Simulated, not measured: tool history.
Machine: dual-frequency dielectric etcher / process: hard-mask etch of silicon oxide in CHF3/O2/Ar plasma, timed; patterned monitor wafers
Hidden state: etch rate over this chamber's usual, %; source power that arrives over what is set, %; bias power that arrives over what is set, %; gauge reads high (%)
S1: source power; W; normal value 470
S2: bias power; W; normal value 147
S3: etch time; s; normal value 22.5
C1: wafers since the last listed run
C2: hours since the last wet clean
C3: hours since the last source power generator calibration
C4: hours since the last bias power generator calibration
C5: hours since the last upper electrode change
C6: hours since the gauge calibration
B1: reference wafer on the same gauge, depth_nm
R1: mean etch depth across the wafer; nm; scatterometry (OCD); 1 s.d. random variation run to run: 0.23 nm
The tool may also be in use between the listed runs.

run   hour   S1   S2    S3    C1     C2      C3      C4      C5      C6     B1     R1
  1    0.0  470  147  22.5     0   97.7  3001.7   828.7  1265.7   648.7  32.29  33.92
  2   57.6  470  121  22.5  1110  155.3  3059.3   886.3  1323.3   706.3  32.24  32.52
  3  124.9  470  121  22.5  1297  222.6  3126.6   953.6  1390.6   773.6  32.36  32.71
  4  152.2  470  121  22.5   526  249.9  3153.9   980.9  1417.9   800.9  32.27  32.72
  5  219.0  470  133  22.5  1288  316.7  3220.7  1047.7  1484.7   867.7  32.36  33.53
     330.6  -- wet clean of the chamber
  6  332.6  390  147  24.5  1727    2.0  3334.3  1161.3  1598.3   981.3  32.66  34.79
  7  391.3  390  147  24.5  1131   60.7  3393.0  1220.0  1657.0  1040.0  32.66  35.86
  8  455.7  470  147  22.5  1241  125.1  3457.4  1284.4  1721.4  1104.4  32.81  35.10
  9  494.4  550  136  22.5   746  163.8  3496.1  1323.1  1760.1  1143.1  32.79  36.23
 10  536.4  550  136  22.5   809  205.8  3538.1  1365.1  1802.1  1185.1  32.98  36.61
 11  576.6  470  147  22.5   775  246.0  3578.3  1405.3  1842.3  1225.3  32.95  35.25
     622.0  -- source power generator calibrated
 12  628.2  470  147  22.5   917  297.6     6.2  1456.9  1893.9  1276.9  33.11  35.11
 13  655.8  470  147  22.5   532  325.2    33.8  1484.5  1921.5  1304.5  33.26  35.44
 14  711.2  470  147  22.5  1068  380.6    89.2  1539.9  1976.9  1359.9  33.27  35.66
 15  772.6  470  147  22.5  1184  442.0   150.6  1601.3  2038.3  1421.3  33.49  35.56

Estimate the outcome of run 16 from the log above:
     823.4  -- upper electrode replaced
 16  823.9  360  160  26.0  526  493.3  201.9  1652.6  0.5  1472.6   ?   ?

B1: 33.56
R1: 38.32 nm
With no hidden state in the tool, this same run would have given R1 36.29 nm.
